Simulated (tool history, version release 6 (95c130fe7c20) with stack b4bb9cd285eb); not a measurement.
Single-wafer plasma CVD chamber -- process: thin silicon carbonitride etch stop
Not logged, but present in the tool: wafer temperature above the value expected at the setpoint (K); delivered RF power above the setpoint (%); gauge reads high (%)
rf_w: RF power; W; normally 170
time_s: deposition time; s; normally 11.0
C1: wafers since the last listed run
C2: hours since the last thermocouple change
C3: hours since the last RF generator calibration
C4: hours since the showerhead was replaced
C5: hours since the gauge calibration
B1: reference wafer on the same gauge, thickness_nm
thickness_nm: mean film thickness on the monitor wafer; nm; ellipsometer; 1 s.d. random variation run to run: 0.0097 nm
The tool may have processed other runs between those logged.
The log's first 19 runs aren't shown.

Run 20, hour 231.4: usual settings but rf_w 140 W; C1 282; C2 1071.9; C3 1860.2; C4 54.0; C5 408.7; B1 7.584. Result: thickness_nm 6.104 nm.
Run 21, hour 247.5: usual settings but rf_w 150 W, time_s 8.9 s; C1 455; C2 1088.0; C3 1876.3; C4 70.1; C5 424.8; B1 7.585. Result: thickness_nm 5.006 nm.
At hour 268.1: thermocouple changed; heater temperature recalibrated.
Run 22, hour 268.6: usual settings but rf_w 200 W, time_s 9.1 s; C1 370; C2 0.5; C3 1897.4; C4 91.2; C5 445.9; B1 7.582. Result: thickness_nm 5.456 nm.
At hour 281.3: RF generator calibrated.
Run 23, hour 281.8: usual settings; C1 147; C2 13.7; C3 0.5; C4 104.4; C5 459.1; B1 7.584. Result: thickness_nm 6.338 nm.
At hour 293.3: gauge calibrated.
Run 24, hour 294.4: usual settings but rf_w 180 W, time_s 12.6 s; C1 356; C2 26.3; C3 13.1; C4 117.0; C5 1.1; B1 7.680. Result: thickness_nm 7.457 nm.
Run 25, hour 307.7: usual settings but rf_w 185 W, time_s 10.4 s; C1 376; C2 39.6; C3 26.4; C4 130.3; C5 14.4; B1 7.668. Result: thickness_nm 6.183 nm.
Run 26, hour 337.0: usual settings but rf_w 190 W; C1 829; C2 68.9; C3 55.7; C4 159.6; C5 43.7; B1 7.649. Result: thickness_nm 6.568 nm.
Run 27, hour 345.2: usual settings but rf_w 185 W, time_s 12.6 s; C1 232; C2 77.1; C3 63.9; C4 167.8; C5 51.9; B1 7.645. Result: thickness_nm 7.484 nm.
Run 28, hour 352.3: usual settings but rf_w 185 W, time_s 12.2 s; C1 200; C2 84.2; C3 71.0; C4 174.9; C5 59.0; B1 7.644. Result: thickness_nm 7.240 nm.
Run 29, hour 361.5: usual settings but rf_w 205 W, time_s 12.1 s; C1 260; C2 93.4; C3 80.2; C4 184.1; C5 68.2; B1 7.637. Result: thickness_nm 7.336 nm.
Run 30, hour 372.1: usual settings but rf_w 180 W, time_s 10.0 s; C1 299; C2 104.0; C3 90.8; C4 194.7; C5 78.8; B1 7.633. Result: thickness_nm 5.872 nm.
Run 31, hour 387.3: usual settings but rf_w 180 W, time_s 9.6 s; C1 430; C2 119.2; C3 106.0; C4 209.9; C5 94.0; B1 7.626. Result: thickness_nm 5.656 nm.
Run 32, hour 395.8: usual settings but rf_w 160 W, time_s 13.1 s; C1 240; C2 127.7; C3 114.5; C4 218.4; C5 102.5; B1 7.622. Result: thickness_nm 7.513 nm.

What if the next run were any one of these 4? Each begins from the tool's condition after run 32:
Run A, hour 396.2: usual settings; C1 11; C2 128.1; C3 114.9; C4 218.8; C5 102.9; B1 ?. Result: thickness_nm ?.
Run B, hour 396.2: usual settings but rf_w 180 W, time_s 10.2 s; C1 11; C2 128.1; C3 114.9; C4 218.8; C5 102.9; B1 ?. Result: thickness_nm ?.
Run C, hour 396.2: usual settings but rf_w 190 W, time_s 9.1 s; C1 11; C2 128.1; C3 114.9; C4 218.8; C5 102.9; B1 ?. Result: thickness_nm ?.
Run D, hour 396.2: usual settings but rf_w 190 W, time_s 9.5 s; C1 11; C2 128.1; C3 114.9; C4 218.8; C5 102.9; B1 ?. Result: thickness_nm ?.

run     B1  thickness_nm
  A  7.620         6.392
  B  7.620         6.001
  C  7.620         5.418
  D  7.620         5.656
Take away the tool's hidden state, keep each run's random variation, and the runs would have read:
run  thickness_nm
  A         6.448
  B         6.053
  C         5.465
  D         5.705
